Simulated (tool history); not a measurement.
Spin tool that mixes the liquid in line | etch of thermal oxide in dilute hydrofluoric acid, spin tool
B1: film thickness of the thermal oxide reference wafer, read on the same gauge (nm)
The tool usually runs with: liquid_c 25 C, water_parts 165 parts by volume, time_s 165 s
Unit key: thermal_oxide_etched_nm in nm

run 1 hour=0 | liquid_c=25 water_parts=165 time_s=165 | B1=80.038 | thermal_oxide_etched_nm=4.59
run 2 hour=53 | liquid_c=25 water_parts=100 time_s=190 | B1=80.062 | thermal_oxide_etched_nm=9.348
run 3 hour=152.2 | liquid_c=25 water_parts=100 time_s=190 | B1=80.01 | thermal_oxide_etched_nm=9.414
run 4 hour=206.4 | liquid_c=25 water_parts=165 time_s=130 | B1=80.018 | thermal_oxide_etched_nm=3.608
run 5 hour=296.1 | liquid_c=25 water_parts=165 time_s=130 | B1=80.003 | thermal_oxide_etched_nm=3.612
run 6 hour=357.8 | liquid_c=25 water_parts=165 time_s=130 | B1=80 | thermal_oxide_etched_nm=3.533
run 7 hour=420.5 | liquid_c=25 water_parts=165 time_s=165 | B1=79.984 | thermal_oxide_etched_nm=4.674
run 8 hour=527.6 | liquid_c=25 water_parts=165 time_s=165 | B1=79.991 | thermal_oxide_etched_nm=4.594
run 9 hour=600.7 | liquid_c=25 water_parts=145 time_s=165 | B1=79.976 | thermal_oxide_etched_nm=5.285
run 10 hour=638 | liquid_c=25 water_parts=145 time_s=165 | B1=80.02 | thermal_oxide_etched_nm=5.393
run 11 hour=705.8 | liquid_c=25 water_parts=165 time_s=205 | B1=79.995 | thermal_oxide_etched_nm=5.593
run 12 hour=755.1 | liquid_c=25 water_parts=165 time_s=205 | B1=79.992 | thermal_oxide_etched_nm=5.649
run 13 hour=830.7 | liquid_c=25 water_parts=165 time_s=165 | B1=80.018 | thermal_oxide_etched_nm=4.577
run 14 hour=938.7 | liquid_c=25 water_parts=115 time_s=165 | B1=80 | thermal_oxide_etched_nm=6.955
-- hour=941.2 gauge calibrated
run 15 hour=1050.5 | liquid_c=25 water_parts=165 time_s=165 | B1=80.056 | thermal_oxide_etched_nm=4.557
run 16 hour=1131.4 | liquid_c=25 water_parts=165 time_s=210 | B1=79.965 | thermal_oxide_etched_nm=5.8
-- hour=1160.2 thermometer replaced
run 17 hour=1212.1 | liquid_c=29 water_parts=195 time_s=130 | B1=79.99 | thermal_oxide_etched_nm=3.437
run 18 hour=1288.4 | liquid_c=23.5 water_parts=220 time_s=265 | B1=80.031 | thermal_oxide_etched_nm=4.964
run 19 hour=1327.6 | liquid_c=20.5 water_parts=165 time_s=135 | B1=79.997 | thermal_oxide_etched_nm=3.141
run 20 hour=1373.7 | liquid_c=25 water_parts=165 time_s=165 | B1=80.023 | thermal_oxide_etched_nm=4.585
-- hour=1442.9 hydrofluoric acid flow meter replaced
run 21 hour=1453.4 | liquid_c=25 water_parts=165 time_s=165 | B1=80.009 | thermal_oxide_etched_nm=4.651
run 22 hour=1510.6 | liquid_c=29 water_parts=195 time_s=130 | B1=79.956 | thermal_oxide_etched_nm=3.399
run 23 hour=1606.9 | liquid_c=25 water_parts=100 time_s=165 | B1=79.995 | thermal_oxide_etched_nm=8.265
run 24 hour=1675.8 | liquid_c=30 water_parts=165 time_s=110 | B1=79.947 | thermal_oxide_etched_nm=3.657
run 25 hour=1759.2 | liquid_c=25 water_parts=165 time_s=165 | B1=80.045 | thermal_oxide_etched_nm=4.563

Run 26, settings as shown, results not yet in. Your forecast:
run 26 hour=1810.3 | liquid_c=25 water_parts=100 time_s=165 | B1=? | thermal_oxide_etched_nm=?

B1: 80.041
thermal_oxide_etched_nm: 8.173 nm
With the hidden condition absent and the run-to-run variation left alone, this run would have shown thermal_oxide_etched_nm 8.173 nm.
